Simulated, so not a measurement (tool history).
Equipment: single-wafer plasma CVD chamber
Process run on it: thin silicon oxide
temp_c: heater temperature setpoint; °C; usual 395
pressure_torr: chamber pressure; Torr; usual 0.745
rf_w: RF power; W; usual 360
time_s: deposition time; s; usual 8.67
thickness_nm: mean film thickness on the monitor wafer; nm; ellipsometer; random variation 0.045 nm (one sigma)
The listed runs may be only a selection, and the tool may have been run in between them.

run    hour  temp_c  pressure_torr  rf_w  time_s  read-back reference wafer on the same gauge, thickness_nm  thickness_nm
  1       0     395          0.745   360    8.67                                                     13.297        16.066
  2      52     395          0.745   360    8.67                                                     13.297         15.98
  3     316     395          0.745   360    8.67                                                     13.277        16.028
  4   402.1     395          0.745   360    8.67                                                       13.3        16.059
  5   493.6     395          0.745   360    8.67                                                     13.303        16.077
  6   542.1     395          0.793   360    8.67                                                      13.29        16.903
      587.1  -- capacitance manometer re-zeroed and calibrated
  7   587.8     395          0.745   360    8.67                                                     13.294         15.69
      597.9  -- gauge calibrated
  8   652.9     395          0.745   360    8.67                                                       13.3        15.733
      705.7  -- RF generator calibrated
  9   714.7     395          0.745   360    8.67                                                     13.288        15.971
 10   802.1     395          0.745   360    8.67                                                     13.295        15.999
 11   856.3     395          0.745   360    8.67                                                     13.281        15.936
 12   894.1     395          0.745   360    8.67                                                     13.302        15.977
      975.1  -- thermocouple changed; heater temperature recalibrated
 13     989     395          0.745   360    8.67                                                     13.308         15.98
 14  1032.2     395          0.678   300    8.67                                                     13.294        13.536
 15  1121.6     395          0.745   360    8.67                                                     13.307        16.115
 16  1188.3     395          0.745   360    8.67                                                     13.305        16.004
 17  1283.7     395          0.745   360    7.52                                                     13.297        13.929
 18    1341     387          0.745   305    8.67                                                     13.302        14.881
 19    1396     395          0.745   360    8.67                                                       13.3        16.038
     1466.5  -- showerhead replaced
 20  1486.3     386          0.745   360    9.71                                                      13.29        18.112

Run 21, settings as shown, results not yet in. Your forecast:
 21  1592.6     395          0.745   360    7.54                                                          ?             ?

Run 21 came out at read-back reference wafer on the same gauge, thickness_nm 13.308, thickness_nm 14.011 nm.
Were there no unlogged condition in the tool, this run, its random variation unchanged, would have produced thickness_nm 13.934 nm.
